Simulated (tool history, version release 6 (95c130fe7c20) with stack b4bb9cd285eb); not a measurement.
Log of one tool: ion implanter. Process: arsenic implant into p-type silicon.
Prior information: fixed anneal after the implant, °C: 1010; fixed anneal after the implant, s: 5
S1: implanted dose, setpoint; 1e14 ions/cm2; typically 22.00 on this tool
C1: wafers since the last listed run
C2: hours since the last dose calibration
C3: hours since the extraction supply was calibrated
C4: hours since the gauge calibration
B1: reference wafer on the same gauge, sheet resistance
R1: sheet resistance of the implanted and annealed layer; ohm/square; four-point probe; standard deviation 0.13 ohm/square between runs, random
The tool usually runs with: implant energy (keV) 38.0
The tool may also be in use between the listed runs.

{"run": 1, "hour": 0.0, "S1": 22.0, "implant energy (keV)": 28.0, "C1": 0, "C2": 1008.2, "C3": 5233.1, "C4": 323.2, "B1": 92.07, "R1": 98.35}
{"run": 2, "hour": 16.1, "S1": 22.0, "implant energy (keV)": 28.0, "C1": 375, "C2": 1024.3, "C3": 5249.2, "C4": 339.3, "B1": 92.01, "R1": 98.7}
{"run": 3, "hour": 30.6, "S1": 22.0, "implant energy (keV)": 38.0, "C1": 338, "C2": 1038.8, "C3": 5263.7, "C4": 353.8, "B1": 92.06, "R1": 84.16}
{"run": 4, "hour": 39.1, "S1": 22.0, "implant energy (keV)": 38.0, "C1": 198, "C2": 1047.3, "C3": 5272.2, "C4": 362.3, "B1": 91.99, "R1": 84.56}
{"run": 5, "hour": 54.7, "S1": 22.0, "implant energy (keV)": 38.0, "C1": 363, "C2": 1062.9, "C3": 5287.8, "C4": 377.9, "B1": 91.99, "R1": 84.29}
{"run": 6, "hour": 70.9, "S1": 19.46, "implant energy (keV)": 44.0, "C1": 377, "C2": 1079.1, "C3": 5304.0, "C4": 394.1, "B1": 92.01, "R1": 81.46}
{"run": 7, "hour": 86.0, "S1": 19.46, "implant energy (keV)": 44.0, "C1": 352, "C2": 1094.2, "C3": 5319.1, "C4": 409.2, "B1": 92.02, "R1": 81.53}
{"run": 8, "hour": 98.9, "S1": 22.0, "implant energy (keV)": 32.0, "C1": 300, "C2": 1107.1, "C3": 5332.0, "C4": 422.1, "B1": 92.04, "R1": 92.03}
{"run": 9, "hour": 114.3, "S1": 22.0, "implant energy (keV)": 32.0, "C1": 359, "C2": 1122.5, "C3": 5347.4, "C4": 437.5, "B1": 92.11, "R1": 92.05}
{"run": 10, "hour": 124.9, "S1": 22.0, "implant energy (keV)": 32.0, "C1": 247, "C2": 1133.1, "C3": 5358.0, "C4": 448.1, "B1": 92.14, "R1": 91.93}
{"run": 11, "hour": 134.3, "S1": 22.0, "implant energy (keV)": 38.0, "C1": 219, "C2": 1142.5, "C3": 5367.4, "C4": 457.5, "B1": 92.0, "R1": 84.42}
{"run": 12, "hour": 151.9, "S1": 22.0, "implant energy (keV)": 38.0, "C1": 410, "C2": 1160.1, "C3": 5385.0, "C4": 475.1, "B1": 92.07, "R1": 84.22}
{"run": 13, "hour": 163.8, "S1": 22.0, "implant energy (keV)": 46.0, "C1": 277, "C2": 1172.0, "C3": 5396.9, "C4": 487.0, "B1": 92.03, "R1": 77.24}
{"run": 14, "hour": 176.2, "S1": 22.0, "implant energy (keV)": 46.0, "C1": 289, "C2": 1184.4, "C3": 5409.3, "C4": 499.4, "B1": 92.07, "R1": 77.34}
{"run": 15, "hour": 192.2, "S1": 22.0, "implant energy (keV)": 46.0, "C1": 372, "C2": 1200.4, "C3": 5425.3, "C4": 515.4, "B1": 92.07, "R1": 77.34}
{"run": 16, "hour": 203.0, "S1": 22.0, "implant energy (keV)": 38.0, "C1": 251, "C2": 1211.2, "C3": 5436.1, "C4": 526.2, "B1": 92.09, "R1": 84.4}
{"hour": 203.4, "done": "gauge calibrated"}
{"run": 17, "hour": 218.5, "S1": 18.18, "implant energy (keV)": 38.0, "C1": 361, "C2": 1226.7, "C3": 5451.6, "C4": 15.1, "B1": 91.39, "R1": 87.97}
{"run": 18, "hour": 226.5, "S1": 18.18, "implant energy (keV)": 38.0, "C1": 186, "C2": 1234.7, "C3": 5459.6, "C4": 23.1, "B1": 91.4, "R1": 87.74}
{"hour": 245.1, "done": "extraction supply calibrated"}
{"run": 19, "hour": 245.6, "S1": 22.0, "implant energy (keV)": 38.0, "C1": 258, "C2": 1253.8, "C3": 0.5, "C4": 42.2, "B1": 91.44, "R1": 84.07}
{"run": 20, "hour": 255.8, "S1": 22.0, "implant energy (keV)": 25.0, "C1": 237, "C2": 1264.0, "C3": 10.7, "C4": 52.4, "B1": 91.51, "R1": 103.98}
{"run": 21, "hour": 270.5, "S1": 25.1, "implant energy (keV)": 50.5, "C1": 342, "C2": 1278.7, "C3": 25.4, "C4": 67.1, "B1": 91.58, "R1": 71.22}
{"run": 22, "hour": 280.4, "S1": 19.44, "implant energy (keV)": 42.0, "C1": 230, "C2": 1288.6, "C3": 35.3, "C4": 77.0, "B1": 91.67, "R1": 82.82}
{"run": 23, "hour": 294.3, "S1": 25.19, "implant energy (keV)": 44.5, "C1": 324, "C2": 1302.5, "C3": 49.2, "C4": 90.9, "B1": 91.73, "R1": 75.55}
{"run": 24, "hour": 301.1, "S1": 22.0, "implant energy (keV)": 27.5, "C1": 158, "C2": 1309.3, "C3": 56.0, "C4": 97.7, "B1": 91.74, "R1": 99.37}
{"run": 25, "hour": 309.8, "S1": 26.05, "implant energy (keV)": 44.0, "C1": 202, "C2": 1318.0, "C3": 64.7, "C4": 106.4, "B1": 91.73, "R1": 75.69}
{"hour": 325.8, "done": "Faraday cup replaced and dose calibrated"}
{"run": 26, "hour": 326.3, "S1": 24.84, "implant energy (keV)": 48.0, "C1": 198, "C2": 0.5, "C3": 81.2, "C4": 122.9, "B1": 91.77, "R1": 73.17}
{"run": 27, "hour": 362.0, "S1": 28.46, "implant energy (keV)": 47.0, "C1": 832, "C2": 36.2, "C3": 116.9, "C4": 158.6, "B1": 91.83, "R1": 71.92}
{"run": 28, "hour": 374.3, "S1": 17.78, "implant energy (keV)": 47.5, "C1": 286, "C2": 48.5, "C3": 129.2, "C4": 170.9, "B1": 91.91, "R1": 81.25}
{"run": 29, "hour": 383.8, "S1": 22.0, "implant energy (keV)": 47.5, "C1": 221, "C2": 58.0, "C3": 138.7, "C4": 180.4, "B1": 91.92, "R1": 76.12}
{"run": 30, "hour": 396.8, "S1": 22.0, "implant energy (keV)": 38.0, "C1": 303, "C2": 71.0, "C3": 151.7, "C4": 193.4, "B1": 91.92, "R1": 84.19}
{"run": 31, "hour": 407.5, "S1": 22.0, "implant energy (keV)": 38.0, "C1": 249, "C2": 81.7, "C3": 162.4, "C4": 204.1, "B1": 91.94, "R1": 84.32}
{"run": 32, "hour": 415.9, "S1": 24.84, "implant energy (keV)": 48.0, "C1": 195, "C2": 90.1, "C3": 170.8, "C4": 212.5, "B1": 92.0, "R1": 73.62}
{"run": 33, "hour": 425.5, "S1": 17.97, "implant energy (keV)": 28.5, "C1": 223, "C2": 99.7, "C3": 180.4, "C4": 222.1, "B1": 91.99, "R1": 101.02}
{"run": 34, "hour": 435.3, "S1": 22.0, "implant energy (keV)": 38.0, "C1": 228, "C2": 109.5, "C3": 190.2, "C4": 231.9, "B1": 92.01, "R1": 84.34}
{"run": 35, "hour": 444.6, "S1": 27.93, "implant energy (keV)": 26.5, "C1": 216, "C2": 118.8, "C3": 199.5, "C4": 241.2, "B1": 91.99, "R1": 98.57}
{"run": 36, "hour": 459.5, "S1": 22.0, "implant energy (keV)": 47.5, "C1": 347, "C2": 133.7, "C3": 214.4, "C4": 256.1, "B1": 92.0, "R1": 76.14}

Below are 5 alternative next runs, each starting from the tool's condition after run 36. Predict each:
{"run": "A", "hour": 459.9, "S1": 22.0, "implant energy (keV)": 50.5, "C1": 9, "C2": 134.1, "C3": 214.8, "C4": 256.5, "B1": "?", "R1": "?"}
{"run": "B", "hour": 459.9, "S1": 17.45, "implant energy (keV)": 48.5, "C1": 9, "C2": 134.1, "C3": 214.8, "C4": 256.5, "B1": "?", "R1": "?"}
{"run": "C", "hour": 459.9, "S1": 25.94, "implant energy (keV)": 34.0, "C1": 9, "C2": 134.1, "C3": 214.8, "C4": 256.5, "B1": "?", "R1": "?"}
{"run": "D", "hour": 459.9, "S1": 23.7, "implant energy (keV)": 25.0, "C1": 9, "C2": 134.1, "C3": 214.8, "C4": 256.5, "B1": "?", "R1": "?"}
{"run": "E", "hour": 459.9, "S1": 17.28, "implant energy (keV)": 24.5, "C1": 9, "C2": 134.1, "C3": 214.8, "C4": 256.5, "B1": "?", "R1": "?"}

run=A B1=91.99 R1=74.47
run=B B1=91.99 R1=81.67
run=C B1=91.99 R1=87.00
run=D B1=91.99 R1=103.68
run=E B1=91.99 R1=110.03
Stripped of hidden state, with their random variation kept, the same runs would have yielded:
run=A R1=73.80
run=B R1=80.93
run=C R1=86.21
run=D R1=102.75
run=E R1=109.03
